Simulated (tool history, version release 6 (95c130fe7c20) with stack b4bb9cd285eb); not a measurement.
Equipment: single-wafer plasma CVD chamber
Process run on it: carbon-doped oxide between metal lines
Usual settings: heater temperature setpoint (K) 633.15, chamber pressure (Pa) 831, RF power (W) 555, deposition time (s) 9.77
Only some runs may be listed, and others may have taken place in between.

| run | hour | heater temperature setpoint (K) | chamber pressure (Pa) | RF power (W) | deposition time (s) | wafers since the last listed run | hours since the last thermocouple change | hours since the last RF generator calibration | hours since the last manometer calibration | hours since the showerhead was replaced | hours since the gauge calibration | read-back reference wafer on the same gauge, thickness_nm | mean film thickness on the monitor wafer (Å) |
|---|---|---|---|---|---|---|---|---|---|---|---|---|---|
| 1 | 0 | 633.15 | 831 | 555 | 9.77 | 0 | 1259 | 1332.2 | 1109.7 | 1582.4 | 147.8 | 59.228 | 518.54 |
| 2 | 80.1 | 633.15 | 831 | 555 | 9.77 | 3851 | 1339.1 | 1412.3 | 1189.8 | 1662.5 | 227.9 | 59.287 | 519.88 |
| 3 | 138.6 | 644.15 | 831 | 555 | 11.07 | 2812 | 1397.6 | 1470.8 | 1248.3 | 1721 | 286.4 | 59.186 | 575.41 |
| 4 | 212.2 | 644.15 | 831 | 555 | 11.07 | 3538 | 1471.2 | 1544.4 | 1321.9 | 1794.6 | 360 | 59.174 | 574.87 |
| 5 | 253 | 644.15 | 831 | 555 | 11.07 | 1961 | 1512 | 1585.2 | 1362.7 | 1835.4 | 400.8 | 59.206 | 576.78 |
| 6 | 355.7 | 633.15 | 831 | 555 | 9.77 | 4938 | 1614.7 | 1687.9 | 1465.4 | 1938.1 | 503.5 | 59.261 | 519.7 |
|  | 435.3 | RF generator calibrated |
| 7 | 436.4 | 633.15 | 831 | 555 | 9.77 | 3495 | 1695.4 | 1.1 | 1546.1 | 2018.8 | 584.2 | 59.187 | 539.37 |
| 8 | 502.7 | 633.15 | 831 | 555 | 9.77 | 3187 | 1761.7 | 67.4 | 1612.4 | 2085.1 | 650.5 | 59.274 | 540.53 |
| 9 | 608.2 | 633.15 | 831 | 555 | 9.77 | 5072 | 1867.2 | 172.9 | 1717.9 | 2190.6 | 756 | 59.207 | 537.02 |
| 10 | 699.2 | 633.15 | 831 | 555 | 9.77 | 4375 | 1958.2 | 263.9 | 1808.9 | 2281.6 | 847 | 59.207 | 532.68 |
| 11 | 774.7 | 633.15 | 831 | 555 | 9.77 | 3630 | 2033.7 | 339.4 | 1884.4 | 2357.1 | 922.5 | 59.213 | 530.28 |
| 12 | 851.3 | 618.15 | 895 | 450 | 7.9 | 3683 | 2110.3 | 416 | 1961 | 2433.7 | 999.1 | 59.16 | 396.63 |
| 13 | 946 | 633.15 | 831 | 555 | 9.77 | 4553 | 2205 | 510.7 | 2055.7 | 2528.4 | 1093.8 | 59.084 | 524.78 |
| 14 | 1024.1 | 633.15 | 831 | 555 | 9.77 | 3755 | 2283.1 | 588.8 | 2133.8 | 2606.5 | 1171.9 | 59.107 | 526.98 |
| 15 | 1121.4 | 648.15 | 831 | 555 | 9.77 | 4678 | 2380.4 | 686.1 | 2231.1 | 2703.8 | 1269.2 | 59.21 | 508.79 |
|  | 1184.9 | thermocouple changed; heater temperature recalibrated |
| 16 | 1228.5 | 633.15 | 831 | 555 | 10.78 | 4765 | 43.6 | 793.2 | 2338.2 | 2810.9 | 1376.3 | 59.316 | 575.14 |
| 17 | 1313.7 | 633.15 | 831 | 555 | 8.14 | 4096 | 128.8 | 878.4 | 2423.4 | 2896.1 | 1461.5 | 59.223 | 437.28 |
| 18 | 1405.6 | 633.15 | 831 | 640 | 9.01 | 4418 | 220.7 | 970.3 | 2515.3 | 2988 | 1553.4 | 59.181 | 518.5 |
|  | 1473.5 | showerhead replaced |
| 19 | 1493.6 | 639.15 | 761 | 555 | 9.77 | 3846 | 308.7 | 1058.3 | 2603.3 | 20.1 | 1641.4 | 59.198 | 504.77 |
| 20 | 1533.5 | 647.15 | 748 | 555 | 9.77 | 1918 | 348.6 | 1098.2 | 2643.2 | 60 | 1681.3 | 59.149 | 497.72 |
|  | 1541.2 | gauge calibrated |
|  | 1601.4 | capacitance manometer re-zeroed and calibrated |
| 21 | 1620.8 | 637.15 | 831 | 555 | 9.77 | 3813 | 435.9 | 1185.5 | 19.4 | 147.3 | 79.6 | 59.13 | 513.18 |
| 22 | 1678.8 | 625.15 | 831 | 475 | 9.77 | 2788 | 493.9 | 1243.5 | 77.4 | 205.3 | 137.6 | 59.287 | 484.22 |
| 23 | 1769.6 | 633.15 | 831 | 555 | 9.77 | 4366 | 584.7 | 1334.3 | 168.2 | 296.1 | 228.4 | 59.184 | 517.5 |
| 24 | 1831.6 | 633.15 | 949 | 600 | 8.48 | 2981 | 646.7 | 1396.3 | 230.2 | 358.1 | 290.4 | 59.294 | 474.62 |
| 25 | 1924.5 | 618.15 | 831 | 555 | 8.81 | 4467 | 739.6 | 1489.2 | 323.1 | 451 | 383.3 | 59.191 | 487.04 |
| 26 | 2000.1 | 633.15 | 831 | 555 | 9.77 | 3635 | 815.2 | 1564.8 | 398.7 | 526.6 | 458.9 | 59.239 | 517.98 |
|  | 2021.1 | RF generator calibrated |
| 27 | 2060.1 | 633.15 | 963 | 555 | 9.77 | 2500 | 875.2 | 39 | 458.7 | 586.6 | 518.9 | 59.204 | 544.34 |
| 28 | 2126.2 | 637.15 | 831 | 665 | 10.48 | 3178 | 941.3 | 105.1 | 524.8 | 652.7 | 585 | 59.204 | 624.78 |
| 29 | 2207.8 | 628.15 | 831 | 515 | 9.77 | 3923 | 1022.9 | 186.7 | 606.4 | 734.3 | 666.6 | 59.174 | 516.44 |

Entry by entry between the runs, the difference in hidden state between the last listed run before and the first listed run after:
Logged between run 6 and run 7: RF generator calibrated (hour 435.3)
  delivered RF power above the setpoint (%): -7.7 -> -0.337
  measured value less the no-hidden-state value, mean film thickness on the monitor wafer (Å): -23.5 -> -0.99
Logged between run 15 and run 16: thermocouple changed; heater temperature recalibrated (hour 1184.9)
  delivered RF power above the setpoint (%): -6.17 -> -6.57
  measured value less the no-hidden-state value, mean film thickness on the monitor wafer (Å): -18.18 -> -21.97
Logged between run 18 and run 19: showerhead replaced (hour 1473.5)
  delivered RF power above the setpoint (%): -7.08 -> -7.27
  measured value less the no-hidden-state value, mean film thickness on the monitor wafer (Å): -20.91 -> -21.46
Logged between run 20 and run 21: gauge calibrated (hour 1541.2); capacitance manometer re-zeroed and calibrated (hour 1601.4)
  delivered RF power above the setpoint (%): -7.35 -> -7.5
  measured value less the no-hidden-state value, mean film thickness on the monitor wafer (Å): -21.41 -> -22.56
Logged between run 26 and run 27: RF generator calibrated (hour 2021.1)
  delivered RF power above the setpoint (%): -7.93 -> -2.12
  measured value less the no-hidden-state value, mean film thickness on the monitor wafer (Å): -24.17 -> -6.43
